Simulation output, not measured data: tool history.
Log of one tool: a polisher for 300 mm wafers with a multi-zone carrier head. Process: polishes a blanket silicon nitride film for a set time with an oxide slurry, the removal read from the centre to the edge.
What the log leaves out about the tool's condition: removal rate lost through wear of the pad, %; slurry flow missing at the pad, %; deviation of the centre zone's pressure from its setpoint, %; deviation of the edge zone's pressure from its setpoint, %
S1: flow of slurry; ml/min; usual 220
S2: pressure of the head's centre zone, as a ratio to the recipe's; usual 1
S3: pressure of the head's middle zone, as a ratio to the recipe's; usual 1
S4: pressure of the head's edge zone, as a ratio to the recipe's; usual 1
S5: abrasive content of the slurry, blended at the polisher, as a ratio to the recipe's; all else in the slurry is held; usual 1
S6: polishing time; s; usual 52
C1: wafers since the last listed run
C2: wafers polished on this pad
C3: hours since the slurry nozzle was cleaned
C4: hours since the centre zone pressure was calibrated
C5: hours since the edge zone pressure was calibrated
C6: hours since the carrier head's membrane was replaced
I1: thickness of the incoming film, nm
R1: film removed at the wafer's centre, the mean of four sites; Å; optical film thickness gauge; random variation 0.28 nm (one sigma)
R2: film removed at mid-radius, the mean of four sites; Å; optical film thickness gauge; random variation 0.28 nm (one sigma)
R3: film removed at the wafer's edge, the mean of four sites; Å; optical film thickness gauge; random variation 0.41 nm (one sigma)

run	hour	S1	S2	S3	S4	S5	S6	C1	C2	C3	C4	C5	C6	I1	R1	R2	R3
1	0	220	1	1.03	1	1	52	0	1481	285.9	387.4	411.6	1391.8	264.8	320	305	307
# hour 18.8: worn pad replaced by a new one
2	27.4	220	1	1.03	1	1	52	197	72	313.3	414.8	439	1419.2	269	322	305	300
3	57.8	220	1	0.94	1	1	52	256	329	343.7	445.2	469.4	1449.6	269.8	326	287	297
# hour 75.3: slurry nozzle cleaned
4	78.7	220	1	0.94	1	1	52	168	497	3.4	466.1	490.3	1470.5	272.1	325	289	298
5	98.6	220	1	1	1	1.05	52	168	665	23.3	486	510.2	1490.4	270.3	333	312	318
6	127.9	220	1	1	1	1.05	52	247	912	52.6	515.3	539.5	1519.7	273.9	338	309	308
7	150.7	220	1	1	1	1	52	192	1105	75.4	538.1	562.3	1542.5	270.1	326	301	307
8	184.9	220	1	1	1	1	52	288	1394	109.6	572.3	596.5	1576.7	265.4	337	300	303
# hour 190.3: worn pad replaced by a new one
# hour 191.7: centre zone pressure recalibrated
9	212.1	220	1	1	1	1	52	184	172	136.8	20.4	623.7	1603.9	269.7	307	302	306
10	245	160	1	0.97	1	1	52	277	450	169.7	53.3	656.6	1636.8	273.3	286	278	297
11	260.8	220	0.95	1	1	1	52	133	583	185.5	69.1	672.4	1652.6	270.1	287	295	302
12	274	220	1.07	1	1	1	52	111	695	198.7	82.3	685.6	1665.8	270.3	332	298	303
# hour 306.8: edge zone pressure recalibrated
# hour 315.9: carrier head's membrane replaced by a new one
13	343	220	1	1	1	1.3	52	523	1218	267.7	151.3	36.2	27.1	271	353	347	346
# hour 364.1: worn pad replaced by a new one
14	378.7	220	1.07	1	1	1	52	267	123	303.4	187	71.9	62.8	267.7	335	300	300
# hour 387.3: slurry nozzle cleaned
15	412	220	1	1	1	1	52	272	396	24.7	220.3	105.2	96.1	268.6	309	301	307
16	436.6	220	1	1.09	0.96	0.9	52	207	604	49.3	244.9	129.8	120.7	269.1	288	299	275
17	458.4	220	1	1.1	1.11	1.15	38	184	788	71.1	266.7	151.6	142.5	269.3	243	259	252
18	472	195	1.06	1.08	0.89	1	52	114	903	84.7	280.3	165.2	156.1	270.7	324	312	279
19	491	220	1	1	1	1	52	160	1063	103.7	299.3	184.2	175.1	271.5	310	301	298

Forecast run 20:
20	521.1	220	1	1	1	1.1	52	254	1317	133.8	329.4	214.3	205.2	273.5	?	?	?

{"run 20": {"R1": 331, "R2": 317, "R3": 320}}
Take away the tool's hidden state, keep the run-to-run variation as it was, and the same run would have given R1 322 Å, R2 317 Å, R3 320 Å.
